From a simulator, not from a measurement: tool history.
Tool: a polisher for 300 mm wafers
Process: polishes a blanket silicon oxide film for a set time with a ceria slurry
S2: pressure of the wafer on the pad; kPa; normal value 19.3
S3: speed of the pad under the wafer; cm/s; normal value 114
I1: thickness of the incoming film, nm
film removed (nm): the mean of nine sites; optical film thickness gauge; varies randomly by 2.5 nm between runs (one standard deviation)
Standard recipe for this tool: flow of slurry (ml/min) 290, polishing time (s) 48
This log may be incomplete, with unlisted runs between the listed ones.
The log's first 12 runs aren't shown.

{"hour": 823.9, "done": "head pressure recalibrated"}
{"run": 13, "hour": 878.9, "flow of slurry (ml/min)": 290, "S2": 19.3, "S3": 86, "polishing time (s)": 57, "I1": 940.8, "film removed (nm)": 175.4}
{"run": 14, "hour": 917.5, "flow of slurry (ml/min)": 235, "S2": 22.1, "S3": 114, "polishing time (s)": 48, "I1": 979.0, "film removed (nm)": 213.7}
{"hour": 930.3, "done": "worn pad replaced by a new one"}
{"run": 15, "hour": 997.3, "flow of slurry (ml/min)": 290, "S2": 19.3, "S3": 104, "polishing time (s)": 48, "I1": 947.5, "film removed (nm)": 173.3}
{"run": 16, "hour": 1060.4, "flow of slurry (ml/min)": 290, "S2": 19.3, "S3": 114, "polishing time (s)": 48, "I1": 941.6, "film removed (nm)": 190.2}
{"run": 17, "hour": 1152.2, "flow of slurry (ml/min)": 260, "S2": 14.5, "S3": 130, "polishing time (s)": 38, "I1": 947.1, "film removed (nm)": 138.0}
{"run": 18, "hour": 1222.4, "flow of slurry (ml/min)": 290, "S2": 23.4, "S3": 114, "polishing time (s)": 65, "I1": 944.6, "film removed (nm)": 314.0}
{"hour": 1291.8, "done": "slurry nozzle cleaned"}
{"run": 19, "hour": 1322.9, "flow of slurry (ml/min)": 370, "S2": 17.2, "S3": 114, "polishing time (s)": 63, "I1": 969.2, "film removed (nm)": 233.4}
{"run": 20, "hour": 1367.5, "flow of slurry (ml/min)": 290, "S2": 19.3, "S3": 114, "polishing time (s)": 32, "I1": 940.9, "film removed (nm)": 127.4}
{"run": 21, "hour": 1409.2, "flow of slurry (ml/min)": 290, "S2": 19.3, "S3": 114, "polishing time (s)": 48, "I1": 950.3, "film removed (nm)": 190.6}
{"run": 22, "hour": 1469.7, "flow of slurry (ml/min)": 290, "S2": 24.8, "S3": 100, "polishing time (s)": 48, "I1": 971.5, "film removed (nm)": 212.7}
{"run": 23, "hour": 1577.1, "flow of slurry (ml/min)": 290, "S2": 19.3, "S3": 114, "polishing time (s)": 48, "I1": 940.0, "film removed (nm)": 192.3}
{"hour": 1592.4, "done": "worn pad replaced by a new one"}
{"run": 24, "hour": 1651.1, "flow of slurry (ml/min)": 290, "S2": 19.3, "S3": 114, "polishing time (s)": 48, "I1": 974.5, "film removed (nm)": 196.0}
{"run": 25, "hour": 1715.2, "flow of slurry (ml/min)": 385, "S2": 24.8, "S3": 132, "polishing time (s)": 42, "I1": 966.3, "film removed (nm)": 245.1}
{"run": 26, "hour": 1823.1, "flow of slurry (ml/min)": 390, "S2": 14.5, "S3": 114, "polishing time (s)": 43, "I1": 962.6, "film removed (nm)": 140.5}
{"hour": 1864.4, "done": "head pressure recalibrated"}
{"run": 27, "hour": 1927.2, "flow of slurry (ml/min)": 370, "S2": 17.2, "S3": 114, "polishing time (s)": 63, "I1": 954.5, "film removed (nm)": 238.1}
{"hour": 1988.5, "done": "slurry nozzle cleaned"}
{"run": 28, "hour": 2012.7, "flow of slurry (ml/min)": 290, "S2": 13.8, "S3": 114, "polishing time (s)": 48, "I1": 970.0, "film removed (nm)": 149.1}
{"run": 29, "hour": 2064.4, "flow of slurry (ml/min)": 290, "S2": 19.3, "S3": 80, "polishing time (s)": 48, "I1": 978.9, "film removed (nm)": 136.6}
{"run": 30, "hour": 2127.8, "flow of slurry (ml/min)": 290, "S2": 13.1, "S3": 114, "polishing time (s)": 48, "I1": 971.0, "film removed (nm)": 142.4}
{"run": 31, "hour": 2194.4, "flow of slurry (ml/min)": 290, "S2": 24.8, "S3": 126, "polishing time (s)": 48, "I1": 946.6, "film removed (nm)": 260.8}
{"run": 32, "hour": 2233.7, "flow of slurry (ml/min)": 345, "S2": 19.3, "S3": 92, "polishing time (s)": 62, "I1": 958.6, "film removed (nm)": 208.2}
{"run": 33, "hour": 2319.2, "flow of slurry (ml/min)": 290, "S2": 19.3, "S3": 88, "polishing time (s)": 43, "I1": 970.2, "film removed (nm)": 129.8}
{"hour": 2325.5, "done": "worn pad replaced by a new one"}
{"run": 34, "hour": 2373.9, "flow of slurry (ml/min)": 290, "S2": 14.5, "S3": 80, "polishing time (s)": 48, "I1": 956.1, "film removed (nm)": 109.4}
{"run": 35, "hour": 2460.9, "flow of slurry (ml/min)": 200, "S2": 15.9, "S3": 114, "polishing time (s)": 48, "I1": 954.9, "film removed (nm)": 162.4}
{"run": 36, "hour": 2564.8, "flow of slurry (ml/min)": 290, "S2": 19.3, "S3": 92, "polishing time (s)": 48, "I1": 966.6, "film removed (nm)": 155.3}

What if the next run were any one of these 5? Each begins from the tool's condition after run 36:
{"run": "A", "hour": 2565.2, "flow of slurry (ml/min)": 290, "S2": 19.3, "S3": 114, "polishing time (s)": 48, "I1": 940.1, "film removed (nm)": "?"}
{"run": "B", "hour": 2565.2, "flow of slurry (ml/min)": 290, "S2": 13.1, "S3": 114, "polishing time (s)": 34, "I1": 940.1, "film removed (nm)": "?"}
{"run": "C", "hour": 2565.2, "flow of slurry (ml/min)": 375, "S2": 24.8, "S3": 114, "polishing time (s)": 40, "I1": 940.1, "film removed (nm)": "?"}
{"run": "D", "hour": 2565.2, "flow of slurry (ml/min)": 320, "S2": 19.3, "S3": 114, "polishing time (s)": 61, "I1": 940.1, "film removed (nm)": "?"}
{"run": "E", "hour": 2565.2, "flow of slurry (ml/min)": 225, "S2": 19.3, "S3": 114, "polishing time (s)": 63, "I1": 940.1, "film removed (nm)": "?"}

run=A film_removed_(nm)=194.1
run=B film_removed_(nm)=102.1
run=C film_removed_(nm)=202.6
run=D film_removed_(nm)=248.6
run=E film_removed_(nm)=248.9
Without the tool's unlogged condition, the same runs would have read:
run=A film_removed_(nm)=194.1
run=B film_removed_(nm)=102.1
run=C film_removed_(nm)=202.6
run=D film_removed_(nm)=248.6
run=E film_removed_(nm)=248.9
